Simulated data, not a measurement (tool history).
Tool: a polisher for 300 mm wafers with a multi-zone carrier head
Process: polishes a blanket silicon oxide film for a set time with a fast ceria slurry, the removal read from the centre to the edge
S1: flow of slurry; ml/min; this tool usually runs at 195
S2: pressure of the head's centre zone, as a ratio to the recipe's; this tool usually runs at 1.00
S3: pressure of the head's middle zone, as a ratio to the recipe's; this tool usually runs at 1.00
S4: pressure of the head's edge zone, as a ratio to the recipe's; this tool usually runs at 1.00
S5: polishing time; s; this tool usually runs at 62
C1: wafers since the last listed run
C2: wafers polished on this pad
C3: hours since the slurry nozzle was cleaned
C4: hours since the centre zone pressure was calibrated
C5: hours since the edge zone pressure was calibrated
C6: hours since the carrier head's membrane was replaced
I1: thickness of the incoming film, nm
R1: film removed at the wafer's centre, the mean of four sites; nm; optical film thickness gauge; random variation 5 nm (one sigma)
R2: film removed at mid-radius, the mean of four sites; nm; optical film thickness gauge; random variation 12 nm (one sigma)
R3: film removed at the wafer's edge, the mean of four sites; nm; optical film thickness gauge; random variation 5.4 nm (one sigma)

run   hour   S1    S2    S3    S4  S5    C1    C2     C3     C4      C5      C6      I1      R1      R2      R3
  1    0.0  195  1.00  1.00  1.00  62     0   578  311.3  294.0   929.6  1062.8  2470.5   745.1   728.5   782.3
      39.8  -- slurry nozzle cleaned
  2   50.9  195  1.00  1.00  1.00  62   628  1206   11.1  344.9   980.5  1113.7  2508.5   779.5   802.1   789.2
  3   92.9  195  1.00  1.00  1.00  62   528  1734   53.1  386.9  1022.5  1155.7  2523.4   771.9   773.1   800.8
     103.3  -- worn pad replaced by a new one
  4  131.0  195  1.00  1.00  1.00  62   429   348   91.2  425.0  1060.6  1193.8  2537.0   774.4   757.1   784.4
  5  192.9  195  1.00  1.00  1.00  62   779  1127  153.1  486.9  1122.5  1255.7  2471.7   754.7   778.5   781.5
  6  258.4  195  1.00  1.00  1.00  62   824  1952  218.6  552.4  1188.0  1321.2  2486.0   743.7   758.4   777.1
     269.1  -- worn pad replaced by a new one
  7  283.7  195  1.00  1.00  1.00  62   268   183  243.9  577.7  1213.3  1346.5  2474.8   754.2   772.1   783.3
     331.6  -- slurry nozzle cleaned
     451.7  -- worn pad replaced by a new one
     454.4  -- centre zone pressure recalibrated
     474.9  -- edge zone pressure recalibrated
  8  481.0  195  1.00  1.00  1.00  62  2370   319  149.4   26.6     6.1  1543.8  2439.4   690.9   681.0   725.5
     496.9  -- slurry nozzle cleaned, repeated, since the last time left the tool worse
  9  523.3  195  1.00  1.00  1.00  62   519   838   26.4   68.9    48.4  1586.1  2448.6   777.1   785.1   793.9
     564.7  -- carrier head's membrane replaced by a new one
 10  572.3  175  1.08  1.00  1.08  82   553  1392   75.4  117.9    97.4     7.6  2487.6  1072.4  1026.1  1062.9
     598.1  -- worn pad replaced by a new one
 11  605.0  195  1.00  1.00  1.00  62   361    86  108.1  150.6   130.1    40.3  2466.9   765.0   773.3   786.5
 12  651.2  255  0.96  0.89  1.05  62   581   668  154.3  196.8   176.3    86.5  2530.4   769.6   728.3   831.3
 13  693.0  195  0.92  0.94  1.00  62   526  1194  196.1  238.6   218.1   128.3  2508.7   691.3   725.2   781.9
     739.1  -- worn pad replaced by a new one
 14  740.5  195  1.00  1.00  1.00  62   547    17  243.6  286.1   265.6   175.8  2469.2   753.8   770.2   778.1
 15  786.0  195  0.92  1.00  1.00  62   572   590  289.1  331.6   311.1   221.3  2535.1   690.7   769.0   782.1
     815.0  -- slurry nozzle cleaned
 16  829.3  175  1.00  1.05  1.00  62   532  1122   14.3  374.9   354.4   264.6  2484.8   765.3   782.2   783.1

Below, each run's measurement less what the same run would have read without the hidden state. Both values contain the same run-to-run variation, but the gauge's scatter may not be the same in both:
Hidden state at play: removal rate lost through wear of the pad, %; slurry flow missing at the pad, %; deviation of the centre zone's pressure from its setpoint, %; deviation of the edge zone's pressure from its setpoint, %.
run      R1     R2     R3
  1   -32.1  -27.7  -21.7
  2    -5.0   -4.5   -3.3
  3   -13.6  -12.1   -9.2
  4   -19.7  -17.1  -12.9
  5   -25.9  -23.6  -17.3
  6   -29.6  -26.8  -19.9
  7   -31.2  -28.3  -20.8
  8  -105.3  -90.4  -67.1
  9    -7.5   -6.7   -5.0
 10   -25.3  -21.4  -16.1
 11   -20.5  -18.4  -13.7
 12   -19.2  -16.2  -13.9
 13   -25.3  -23.6  -18.5
 14   -29.8  -27.0  -19.8
 15   -28.6  -28.2  -20.9
 16    -6.0   -5.5   -4.0
